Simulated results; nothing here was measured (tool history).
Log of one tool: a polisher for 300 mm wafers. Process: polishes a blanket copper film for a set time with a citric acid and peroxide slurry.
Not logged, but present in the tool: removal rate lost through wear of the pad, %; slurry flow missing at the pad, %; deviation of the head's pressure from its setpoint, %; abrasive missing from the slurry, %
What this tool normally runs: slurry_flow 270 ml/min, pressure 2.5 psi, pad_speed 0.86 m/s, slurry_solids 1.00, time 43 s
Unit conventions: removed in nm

run    hour  slurry_flow  pressure  pad_speed  slurry_solids  time  wafers since the last listed run  wafers polished on this pad  hours since the slurry nozzle was cleaned  hours since the head pressure was calibrated  hours since the slurry blender was calibrated  incoming thickness of the incoming film, nm  removed
  1     0.0          270       2.5       1.06           1.00    43                                 0                         3605                                       48.4                                         981.3                                          292.2                                        594.6     71.7
       43.1  -- head pressure recalibrated
       54.9  -- worn pad replaced by a new one
  2    55.4          270       2.5       0.86           1.00    43                               517                            5                                      103.8                                          12.3                                          347.6                                        598.2     60.0
  3   108.4          270       2.5       0.86           1.00    43                               554                          560                                      156.8                                          65.3                                          400.6                                        605.6     60.5
  4   175.7          270       2.5       0.86           1.00    43                               704                         1264                                      224.1                                         132.6                                          467.9                                        598.8     60.1
      185.7  -- slurry blender recalibrated
  5   214.6          270       2.7       0.86           1.20    43                               386                         1650                                      263.0                                         171.5                                           28.9                                        588.7     65.6
  6   265.4          270       2.7       0.86           1.20    43                               531                         2182                                      313.8                                         222.3                                           79.7                                        597.0     66.2
  7   328.4          270       2.5       0.86           1.00    43                               659                         2842                                      376.8                                         285.3                                          142.7                                        601.4     60.0
  8   394.9          270       2.5       0.86           1.00    43                               696                         3538                                      443.3                                         351.8                                          209.2                                        591.6     58.3
      423.2  -- worn pad replaced by a new one
  9   423.7          270       2.5       0.86           1.00    43                               259                            5                                      472.1                                         380.6                                          238.0                                        604.9     61.5
 10   448.3          270       2.5       0.86           1.00    43                               257                          262                                      496.7                                         405.2                                          262.6                                        608.8     61.2
 11   517.9          270       2.5       0.86           0.75    48                               728                          991                                      566.3                                         474.8                                          332.2                                        599.7     66.3
 12   582.4          270       2.5       0.86           0.80    43                               675                         1666                                      630.8                                         539.3                                          396.7                                        600.6     58.9
 13   653.4          270       2.5       0.86           0.80    43                               743                         2409                                      701.8                                         610.3                                          467.7                                        597.3     59.6
      686.4  -- slurry blender recalibrated
      700.4  -- slurry nozzle cleaned
      742.2  -- worn pad replaced by a new one
 14   811.6          270       2.5       0.86           1.00    43                              1582                          726                                      111.2                                         768.5                                          125.2                                        605.9     62.2
 15   877.3          335       2.5       0.74           0.75    43                               687                         1414                                      176.9                                         834.2                                          190.9                                        597.5     54.5
 16   934.3          270       2.2       1.00           1.00    43                               596                         2011                                      233.9                                         891.2                                          247.9                                        593.9     62.8
 17   996.8          270       2.9       0.86           1.00    43                               654                         2665                                      296.4                                         953.7                                          310.4                                        589.9     69.4
 18  1025.0          295       2.2       0.74           1.20    43                               295                         2960                                      324.6                                         981.9                                          338.6                                        604.2     50.9
     1071.9  -- head pressure recalibrated
 19  1080.0          270       2.5       0.98           1.10    35                               554                         3515                                      379.6                                           8.1                                          393.6                                        603.5     53.6
     1099.2  -- slurry blender recalibrated
 20  1117.3          270       2.5       0.86           1.00    43                               369                         3885                                      416.9                                          45.4                                           18.1                                        596.9     58.2
     1122.8  -- worn pad replaced by a new one
 21  1164.2          270       2.5       1.02           0.90    43                               449                          433                                      463.8                                          92.3                                           65.0                                        602.6     68.9
 22  1189.7          215       2.5       1.02           0.80    58                               266                          700                                      489.3                                         117.8                                           90.5                                        601.4     88.3
 23  1240.8          270       1.9       1.02           0.85    43                               534                         1235                                      540.4                                         168.9                                          141.6                                        603.5     54.7
 24  1267.9          270       2.5       0.86           0.80    43                               283                         1519                                      567.5                                         196.0                                          168.7                                        592.3     58.9

Expected results for the next run?
 25  1295.5          190       2.5       0.86           1.00    43                               288                         1807                                      595.1                                         223.6                                          196.3                                        607.5        ?

Run 25 produced removed 58.2 nm.
If the tool had no hidden condition, the same run with the same run-to-run variation would have returned removed 58.7 nm.

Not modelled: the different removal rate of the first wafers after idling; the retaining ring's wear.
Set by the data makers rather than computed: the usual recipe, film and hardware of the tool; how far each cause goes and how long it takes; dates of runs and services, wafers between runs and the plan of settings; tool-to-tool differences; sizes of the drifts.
